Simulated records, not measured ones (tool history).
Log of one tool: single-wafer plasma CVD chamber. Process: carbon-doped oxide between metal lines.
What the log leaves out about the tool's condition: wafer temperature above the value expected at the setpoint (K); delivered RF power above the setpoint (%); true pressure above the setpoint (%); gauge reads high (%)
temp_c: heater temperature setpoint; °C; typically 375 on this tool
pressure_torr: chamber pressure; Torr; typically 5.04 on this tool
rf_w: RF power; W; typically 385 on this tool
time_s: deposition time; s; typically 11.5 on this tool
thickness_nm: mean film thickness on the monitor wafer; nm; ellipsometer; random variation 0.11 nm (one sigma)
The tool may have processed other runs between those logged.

run	day	temp_c	pressure_torr	rf_w	time_s	wafers since the last listed run	hours since the last thermocouple change	hours since the last RF generator calibration	hours since the last manometer calibration	hours since the showerhead was replaced	hours since the gauge calibration	read-back reference wafer on the same gauge, thickness_nm	thickness_nm
1	0.000	375	5.04	385	11.5	0	944.0	1250.9	515.5	5902.4	3507.6	54.779	47.568
2	4.296	375	5.04	385	11.5	2552	1047.1	1354.0	618.6	6005.5	3610.7	54.793	47.408
3	7.379	375	5.04	385	11.5	1832	1121.1	1428.0	692.6	6079.5	3684.7	54.771	47.482
4	9.625	375	5.04	385	11.5	1334	1175.0	1481.9	746.5	6133.4	3738.6	54.873	47.387
# day 9.762: gauge calibrated
5	20.279	375	5.04	385	11.5	6330	1430.7	1737.6	1002.2	6389.1	252.4	54.826	47.506
6	22.150	389	5.04	385	11.5	1111	1475.6	1782.5	1047.1	6434.0	297.3	54.766	46.073
# day 26.162: showerhead replaced
7	27.971	375	5.04	325	11.5	3260	1615.3	1922.2	1186.8	43.4	437.0	54.802	43.130
8	31.196	363	5.71	340	9.7	1916	1692.7	1999.6	1264.2	120.8	514.4	54.815	38.850
# day 33.317: thermocouple changed; heater temperature recalibrated
9	35.433	375	5.04	385	11.5	2319	50.8	2101.3	1365.9	222.5	616.1	54.794	46.779
10	39.846	375	5.66	385	11.5	2621	156.7	2207.2	1471.8	328.4	722.0	54.792	47.707
11	42.212	370	4.59	435	13.1	1406	213.5	2264.0	1528.6	385.2	778.8	54.774	57.124
12	45.842	375	5.04	385	11.5	2156	300.6	2351.1	1615.7	472.3	865.9	54.776	46.550
# day 46.767: RF generator calibrated
13	47.538	387	5.86	360	11.5	809	341.3	18.5	1656.4	513.0	906.6	54.792	45.386
14	51.121	375	5.04	385	12.1	2129	427.3	104.5	1742.4	599.0	992.6	54.785	49.907
15	53.267	388	4.33	315	11.5	1275	478.8	156.0	1793.9	650.5	1044.1	54.849	40.544
# day 53.921: capacitance manometer re-zeroed and calibrated
16	57.575	375	5.70	385	11.5	2361	582.2	259.4	87.7	753.9	1147.5	54.875	48.354
17	60.488	375	5.04	435	11.5	1730	652.1	329.3	157.6	823.8	1217.4	54.807	51.100
18	63.250	366	4.68	325	13.1	1641	718.4	395.6	223.9	890.1	1283.7	54.811	49.479
19	64.792	364	5.69	335	9.4	916	755.4	432.6	260.9	927.1	1320.7	54.797	37.256

Predict the results of run 20:
20	67.596	380	6.09	335	10.4	1666	822.7	499.9	328.2	994.4	1388.0	?	?

{"run 20": {"read-back reference wafer on the same gauge, thickness_nm": 54.779, "thickness_nm": 40.25}}
With the hidden condition absent and the run-to-run variation left alone, this run would have shown thickness_nm 40.130 nm.
